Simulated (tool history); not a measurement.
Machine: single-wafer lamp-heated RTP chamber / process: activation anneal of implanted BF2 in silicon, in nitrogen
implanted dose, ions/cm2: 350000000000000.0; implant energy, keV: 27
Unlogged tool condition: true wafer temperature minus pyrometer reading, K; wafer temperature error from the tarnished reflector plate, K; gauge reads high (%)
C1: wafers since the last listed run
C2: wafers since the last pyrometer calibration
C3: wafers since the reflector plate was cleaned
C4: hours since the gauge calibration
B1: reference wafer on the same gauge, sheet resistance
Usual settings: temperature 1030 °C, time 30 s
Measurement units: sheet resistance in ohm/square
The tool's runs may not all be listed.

{"run": 1, "hour": 0.0, "temperature": 1030, "time": 30, "C1": 0, "C2": 3252, "C3": 6766, "C4": 43.2, "B1": 356.07, "sheet resistance": 323.15}
{"run": 2, "hour": 29.6, "temperature": 1030, "time": 30, "C1": 281, "C2": 3533, "C3": 7047, "C4": 72.8, "B1": 356.16, "sheet resistance": 322.78}
{"run": 3, "hour": 110.9, "temperature": 1030, "time": 30, "C1": 772, "C2": 4306, "C3": 7820, "C4": 154.1, "B1": 356.23, "sheet resistance": 322.61}
{"hour": 139.9, "done": "gauge calibrated"}
{"run": 4, "hour": 140.6, "temperature": 1010, "time": 30, "C1": 282, "C2": 4588, "C3": 8102, "C4": 0.7, "B1": 356.09, "sheet resistance": 324.92}
{"run": 5, "hour": 158.3, "temperature": 1010, "time": 30, "C1": 168, "C2": 4757, "C3": 8270, "C4": 18.4, "B1": 356.06, "sheet resistance": 325.45}
{"hour": 183.0, "done": "reflector plate cleaned"}
{"run": 6, "hour": 183.5, "temperature": 1010, "time": 30, "C1": 163, "C2": 4920, "C3": 4, "C4": 43.6, "B1": 356.1, "sheet resistance": 325.97}
{"hour": 204.3, "done": "pyrometer window cleaned and pyrometer calibrated"}
{"run": 7, "hour": 208.6, "temperature": 1030, "time": 36, "C1": 162, "C2": 40, "C3": 166, "C4": 68.7, "B1": 356.16, "sheet resistance": 322.08}
{"run": 8, "hour": 225.5, "temperature": 1048, "time": 36, "C1": 160, "C2": 201, "C3": 327, "C4": 85.6, "B1": 355.91, "sheet resistance": 319.52}
{"run": 9, "hour": 242.0, "temperature": 1019, "time": 22, "C1": 156, "C2": 358, "C3": 484, "C4": 102.1, "B1": 356.02, "sheet resistance": 325.97}
{"run": 10, "hour": 260.0, "temperature": 1030, "time": 30, "C1": 171, "C2": 529, "C3": 655, "C4": 120.1, "B1": 355.9, "sheet resistance": 323.59}
{"run": 11, "hour": 289.3, "temperature": 1030, "time": 30, "C1": 278, "C2": 808, "C3": 934, "C4": 149.4, "B1": 355.99, "sheet resistance": 323.85}
{"run": 12, "hour": 302.4, "temperature": 1030, "time": 30, "C1": 124, "C2": 932, "C3": 1058, "C4": 162.5, "B1": 356.04, "sheet resistance": 324.05}
{"run": 13, "hour": 331.9, "temperature": 1004, "time": 45, "C1": 280, "C2": 1213, "C3": 1339, "C4": 192.0, "B1": 356.01, "sheet resistance": 323.98}
{"hour": 338.1, "done": "gauge calibrated"}
{"run": 14, "hour": 362.4, "temperature": 1046, "time": 30, "C1": 289, "C2": 1503, "C3": 1628, "C4": 24.3, "B1": 356.11, "sheet resistance": 320.91}

Here are 3 independent what-if runs from the current tool condition. What would each one return?
{"run": "A", "hour": 362.8, "temperature": 1030, "time": 30, "C1": 3, "C2": 1506, "C3": 1632, "C4": 24.7, "B1": "?", "sheet resistance": "?"}
{"run": "B", "hour": 362.8, "temperature": 1053, "time": 19, "C1": 3, "C2": 1506, "C3": 1632, "C4": 24.7, "B1": "?", "sheet resistance": "?"}
{"run": "C", "hour": 362.8, "temperature": 1050, "time": 30, "C1": 3, "C2": 1506, "C3": 1632, "C4": 24.7, "B1": "?", "sheet resistance": "?"}

run=A B1=356.16 sheet_resistance=322.90
run=B B1=356.16 sheet_resistance=323.49
run=C B1=356.16 sheet_resistance=320.40
Without the tool's hidden state the same runs would have given:
run=A sheet_resistance=322.90
run=B sheet_resistance=323.49
run=C sheet_resistance=320.40
